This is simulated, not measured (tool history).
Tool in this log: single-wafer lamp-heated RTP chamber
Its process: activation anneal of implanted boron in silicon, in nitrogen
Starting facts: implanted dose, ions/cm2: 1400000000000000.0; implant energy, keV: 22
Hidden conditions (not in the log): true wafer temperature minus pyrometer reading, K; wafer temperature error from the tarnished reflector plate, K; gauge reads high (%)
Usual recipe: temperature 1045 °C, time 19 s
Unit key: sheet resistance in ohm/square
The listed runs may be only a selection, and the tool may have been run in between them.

run    hour  temperature  time  wafers since the last listed run  wafers since the last pyrometer calibration  wafers since the reflector plate was cleaned  hours since the gauge calibration  read-back reference wafer on the same gauge, sheet resistance  sheet resistance
  1       0         1045    19                                 0                                         6666                                          6530                              415.1                                                          99.99             88.18
       52.3  -- pyrometer window cleaned and pyrometer calibrated
  2    60.7         1035    19                              1107                                          176                                          7637                              475.8                                                          99.96             89.36
  3   104.6         1035    19                               922                                         1099                                          8560                              519.7                                                          99.98             89.22
  4   148.9         1045    19                               931                                         2030                                          9491                                564                                                          99.96             88.08
      179.1  -- reflector plate cleaned
  5   201.7         1045    19                               941                                         2972                                           476                              616.8                                                          99.98             88.79
  6   266.1         1045    15                              1353                                         4326                                          1829                              681.2                                                         100.06             88.87
  7   295.2         1045    19                               611                                         4937                                          2441                              710.3                                                          99.97             88.32
  8   333.1         1045    19                               796                                         5734                                          3238                              748.2                                                         100.02             88.43
  9   377.2         1045    19                               927                                         6661                                          4165                              792.3                                                         100.01             88.35
      405.2  -- pyrometer window cleaned and pyrometer calibrated
 10     426         1045    13                               857                                          437                                          5022                              841.1                                                            100              89.1
 11     480         1045    19                              1135                                         1572                                          6157                              895.1                                                          99.99             88.75
 12   547.5         1045    19                              1418                                         2991                                          7576                              962.6                                                          99.99             88.38
 13     585         1045    19                               788                                         3780                                          8365                             1000.1                                                         100.08             88.21
      604.8  -- reflector plate cleaned
 14   655.9         1045    23                              1322                                         5102                                          1073                               1071                                                            100             88.17
 15   696.9         1045    23                               861                                         5964                                          1935                               1112                                                          99.99             88.17
 16   745.9         1045    27                              1030                                         6994                                          2965                               1161                                                         100.06             87.85
 17   775.6         1018    23                               624                                         7618                                          3589                             1190.7                                                            100             90.31
 18   833.4         1045    19                              1214                                         8833                                          4804                             1248.5                                                          99.97             88.09
      847.4  -- pyrometer window cleaned and pyrometer calibrated
 19   861.4         1021    19                               420                                          294                                          5225                             1276.5                                                          99.98             91.02
 20   893.9         1067    28                               683                                          977                                          5908                               1309                                                         100.01              86.6
 21   964.3         1058    19                              1479                                         2457                                          7388                             1379.4                                                         100.02              87.7
      992.9  -- gauge calibrated
 22  1029.9         1045    28                              1378                                         3836                                          8767                                 37                                                          99.97             87.76
 23  1090.3         1073     8                              1269                                         5105                                         10036                               97.4                                                         100.01             88.44
 24  1136.5         1045    11                               971                                         6076                                         11007                              143.6                                                         100.04             88.34
     1151.2  -- reflector plate cleaned
     1194.4  -- pyrometer window cleaned and pyrometer calibrated
 25  1194.9         1025    24                               891                                           10                                           750                                202                                                          99.97             90.55
 26  1237.6         1027    19                               897                                          907                                          1648                              244.7                                                          99.98             90.47
 27  1292.4         1071    14                              1151                                         2059                                          2800                              299.5                                                          99.95             87.93
 28  1360.2         1024    22                              1425                                         3484                                          4225                              367.3                                                          99.96             90.17
 29  1431.3         1045    14                              1494                                         4979                                          5720                              438.4                                                          99.98             88.72
 30  1477.3         1069    19                               966                                         5946                                          6686                              484.4                                                         100.01             87.13
 31  1540.1         1045    19                              1320                                         7266                                          8007                              547.2                                                         100.02             88.13
 32  1605.4         1045    19                              1372                                         8639                                          9379                              612.5                                                          99.98                88
     1617.3  -- pyrometer window cleaned and pyrometer calibrated
 33  1646.1         1075    28                               687                                          606                                         10067                              653.2                                                         100.01             86.02
     1710.7  -- reflector plate cleaned
 34  1711.2         1059    10                              1200                                         1806                                            10                              718.3                                                          99.97             88.46
 35    1738         1045    19                               563                                         2369                                           574                              745.1                                                          99.99             88.82
 36  1805.6         1032    23                              1420                                         3790                                          1995                              812.7                                                         100.01             89.43
 37  1867.7         1060    15                              1305                                         5096                                          3300                              874.8                                                         100.01             88.28

State the hidden condition of the tool at each of the runs:
gauge reads high (%): 0 in every run
H1: true wafer temperature minus pyrometer reading, K
H2: wafer temperature error from the tarnished reflector plate, K
run     H1      H2
  1   10.3    5.07
  2   1.06    6.43
  3   2.36    7.56
  4   3.67    8.83
  5   5.24   0.957
  6   7.14    1.19
  7   8.01    1.38
  8   9.13    1.72
  9   10.4    2.23
 10   1.17    2.94
 11   2.77    3.91
 12   4.77    5.39
 13   5.88    6.34
 14   7.98   0.428
 15    9.2   0.621
 16   10.6   0.995
 17   11.5     1.3
 18   13.2    2.06
 19   2.84     2.5
 20    3.8    3.08
 21   5.89    4.58
 22   7.83    6.27
 23   9.62    8.07
 24     11    9.61
 25  0.106       2
 26   1.37    2.18
 27   2.99    2.59
 28      5    3.37
 29   7.11    4.51
 30   8.47    5.42
 31   10.3     6.9
 32   12.3     8.7
 33   2.69    9.97
 34   4.61  0.0322
 35   5.41  0.0566
 36   7.41   0.328
 37   9.25    0.84
